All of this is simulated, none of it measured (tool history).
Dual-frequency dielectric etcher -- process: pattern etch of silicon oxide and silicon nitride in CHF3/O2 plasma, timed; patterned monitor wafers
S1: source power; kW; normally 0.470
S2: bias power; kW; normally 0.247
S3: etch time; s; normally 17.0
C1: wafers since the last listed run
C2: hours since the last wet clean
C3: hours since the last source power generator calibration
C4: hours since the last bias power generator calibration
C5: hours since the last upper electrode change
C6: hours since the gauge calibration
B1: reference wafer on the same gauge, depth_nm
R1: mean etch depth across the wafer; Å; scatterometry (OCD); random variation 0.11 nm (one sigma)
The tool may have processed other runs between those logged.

run 1 hour=0.0 | S1=0.470 S2=0.271 S3=15.0 | C1=0 C2=234.4 C3=2346.3 C4=1814.7 C5=3991.2 C6=678.3 | B1=28.40 | R1=238.0
run 2 hour=78.7 | S1=0.470 S2=0.271 S3=15.0 | C1=874 C2=313.1 C3=2425.0 C4=1893.4 C5=4069.9 C6=757.0 | B1=28.40 | R1=237.4
run 3 hour=121.6 | S1=0.470 S2=0.247 S3=17.0 | C1=476 C2=356.0 C3=2467.9 C4=1936.3 C5=4112.8 C6=799.9 | B1=28.39 | R1=253.3
-- hour=207.9 wet clean of the chamber
run 4 hour=208.4 | S1=0.470 S2=0.247 S3=17.0 | C1=698 C2=0.5 C3=2554.7 C4=2023.1 C5=4199.6 C6=886.7 | B1=28.41 | R1=265.2
run 5 hour=265.2 | S1=0.470 S2=0.247 S3=17.0 | C1=631 C2=57.3 C3=2611.5 C4=2079.9 C5=4256.4 C6=943.5 | B1=28.41 | R1=263.1
run 6 hour=360.3 | S1=0.390 S2=0.247 S3=17.0 | C1=1057 C2=152.4 C3=2706.6 C4=2175.0 C5=4351.5 C6=1038.6 | B1=28.38 | R1=235.6
run 7 hour=426.9 | S1=0.390 S2=0.247 S3=17.0 | C1=740 C2=219.0 C3=2773.2 C4=2241.6 C5=4418.1 C6=1105.2 | B1=28.40 | R1=235.9
run 8 hour=517.0 | S1=0.560 S2=0.247 S3=17.0 | C1=1001 C2=309.1 C3=2863.3 C4=2331.7 C5=4508.2 C6=1195.3 | B1=28.39 | R1=281.5
run 9 hour=581.9 | S1=0.560 S2=0.247 S3=17.0 | C1=721 C2=374.0 C3=2928.2 C4=2396.6 C5=4573.1 C6=1260.2 | B1=28.38 | R1=279.2
run 10 hour=620.4 | S1=0.560 S2=0.247 S3=17.0 | C1=427 C2=412.5 C3=2966.7 C4=2435.1 C5=4611.6 C6=1298.7 | B1=28.41 | R1=278.3
-- hour=780.4 wet clean of the chamber
-- hour=819.7 source power generator calibrated
run 11 hour=896.9 | S1=0.550 S2=0.247 S3=20.5 | C1=2762 C2=116.5 C3=77.2 C4=2711.6 C5=4888.1 C6=1575.2 | B1=28.38 | R1=344.8
run 12 hour=949.4 | S1=0.550 S2=0.247 S3=20.5 | C1=583 C2=169.0 C3=129.7 C4=2764.1 C5=4940.6 C6=1627.7 | B1=28.41 | R1=345.0
-- hour=1000.7 upper electrode replaced
run 13 hour=1015.0 | S1=0.470 S2=0.247 S3=17.0 | C1=462 C2=234.6 C3=195.3 C4=2829.7 C5=14.3 C6=1693.3 | B1=28.39 | R1=260.9
run 14 hour=1114.2 | S1=0.470 S2=0.247 S3=17.0 | C1=1102 C2=333.8 C3=294.5 C4=2928.9 C5=113.5 C6=1792.5 | B1=28.39 | R1=260.0
-- hour=1245.0 wet clean of the chamber
run 15 hour=1348.7 | S1=0.510 S2=0.226 S3=20.5 | C1=2340 C2=103.7 C3=529.0 C4=3163.4 C5=348.0 C6=2027.0 | B1=28.43 | R1=314.4
run 16 hour=1432.3 | S1=0.470 S2=0.247 S3=17.0 | C1=929 C2=187.3 C3=612.6 C4=3247.0 C5=431.6 C6=2110.6 | B1=28.39 | R1=261.4
run 17 hour=1510.9 | S1=0.470 S2=0.247 S3=17.0 | C1=873 C2=265.9 C3=691.2 C4=3325.6 C5=510.2 C6=2189.2 | B1=28.40 | R1=260.3
-- hour=1572.6 bias power generator calibrated
run 18 hour=1583.7 | S1=0.430 S2=0.274 S3=17.0 | C1=764 C2=338.7 C3=764.0 C4=11.1 C5=583.0 C6=2262.0 | B1=28.41 | R1=254.3
-- hour=1796.6 wet clean of the chamber
run 19 hour=1879.0 | S1=0.470 S2=0.247 S3=17.0 | C1=3015 C2=82.4 C3=1059.3 C4=306.4 C5=878.3 C6=2557.3 | B1=28.41 | R1=259.3
-- hour=1925.4 gauge calibrated
run 20 hour=1952.3 | S1=0.470 S2=0.247 S3=17.0 | C1=814 C2=155.7 C3=1132.6 C4=379.7 C5=951.6 C6=26.9 | B1=28.40 | R1=254.1
run 21 hour=1998.1 | S1=0.470 S2=0.247 S3=20.5 | C1=509 C2=201.5 C3=1178.4 C4=425.5 C5=997.4 C6=72.7 | B1=28.44 | R1=305.5
run 22 hour=2049.7 | S1=0.540 S2=0.247 S3=17.0 | C1=573 C2=253.1 C3=1230.0 C4=477.1 C5=1049.0 C6=124.3 | B1=28.40 | R1=272.7
run 23 hour=2108.5 | S1=0.470 S2=0.247 S3=17.0 | C1=653 C2=311.9 C3=1288.8 C4=535.9 C5=1107.8 C6=183.1 | B1=28.41 | R1=252.3
run 24 hour=2153.9 | S1=0.570 S2=0.247 S3=17.0 | C1=504 C2=357.3 C3=1334.2 C4=581.3 C5=1153.2 C6=228.5 | B1=28.41 | R1=278.0
run 25 hour=2215.0 | S1=0.410 S2=0.191 S3=14.0 | C1=679 C2=418.4 C3=1395.3 C4=642.4 C5=1214.3 C6=289.6 | B1=28.37 | R1=166.2
-- hour=2323.3 wet clean of the chamber
run 26 hour=2323.8 | S1=0.470 S2=0.271 S3=15.0 | C1=942 C2=0.5 C3=1504.1 C4=751.2 C5=1323.1 C6=398.4 | B1=28.41 | R1=240.0
run 27 hour=2371.2 | S1=0.510 S2=0.247 S3=21.0 | C1=526 C2=47.9 C3=1551.5 C4=798.6 C5=1370.5 C6=445.8 | B1=28.44 | R1=331.5
run 28 hour=2460.9 | S1=0.430 S2=0.247 S3=17.0 | C1=997 C2=137.6 C3=1641.2 C4=888.3 C5=1460.2 C6=535.5 | B1=28.39 | R1=245.1
run 29 hour=2499.6 | S1=0.560 S2=0.297 S3=13.0 | C1=430 C2=176.3 C3=1679.9 C4=927.0 C5=1498.9 C6=574.2 | B1=28.40 | R1=235.4

Entry by entry between the runs, the difference in hidden state between the last listed run before and the first listed run after:
After run 3, before run 4: wet clean of the chamber (hour 207.9)
  etch rate over this chamber's usual, %: -3.47 -> 0.226; bias power that arrives over what is set, %: 1.77 -> 1.89
  measured result minus the result with no hidden state, R1: -6.6 -> +3.3 Å
After run 10, before run 11: wet clean of the chamber (hour 780.4); source power generator calibrated (hour 819.7)
  etch rate over this chamber's usual, %: -3.05 -> 0.0506; bias power that arrives over what is set, %: 2.54 -> 3.04
  measured result minus the result with no hidden state, R1: -4.9 -> +5.7 Å
After run 12, before run 13: upper electrode replaced (hour 1000.7)
  etch rate over this chamber's usual, %: -0.367 -> -0.888; bias power that arrives over what is set, %: 3.14 -> 3.27
  measured result minus the result with no hidden state, R1: +4.5 -> +2.3 Å
After run 14, before run 15: wet clean of the chamber (hour 1245.0)
  etch rate over this chamber's usual, %: -1.68 -> -1.3; bias power that arrives over what is set, %: 3.47 -> 3.98
  measured result minus the result with no hidden state, R1: +0.5 -> +2.4 Å
After run 17, before run 18: bias power generator calibrated (hour 1572.6)
  etch rate over this chamber's usual, %: -2.59 -> -3.16; bias power that arrives over what is set, %: 4.35 -> -0.466
  measured result minus the result with no hidden state, R1: -0.7 -> -9.1 Å
After run 18, before run 19: wet clean of the chamber (hour 1796.6)
  etch rate over this chamber's usual, %: -3.16 -> -1.11; bias power that arrives over what is set, %: -0.466 -> -0.433
  measured result minus the result with no hidden state, R1: -9.1 -> -3.6 Å
After run 19, before run 20: gauge calibrated (hour 1925.4)
  etch rate over this chamber's usual, %: -1.11 -> -1.7; bias power that arrives over what is set, %: -0.433 -> -0.415
  measured result minus the result with no hidden state, R1: -3.6 -> -5.0 Å
After run 25, before run 26: wet clean of the chamber (hour 2323.3)
  etch rate over this chamber's usual, %: -3.79 -> -0.764; bias power that arrives over what is set, %: -0.32 -> -0.266
  measured result minus the result with no hidden state, R1: -6.9 -> -2.2 Å
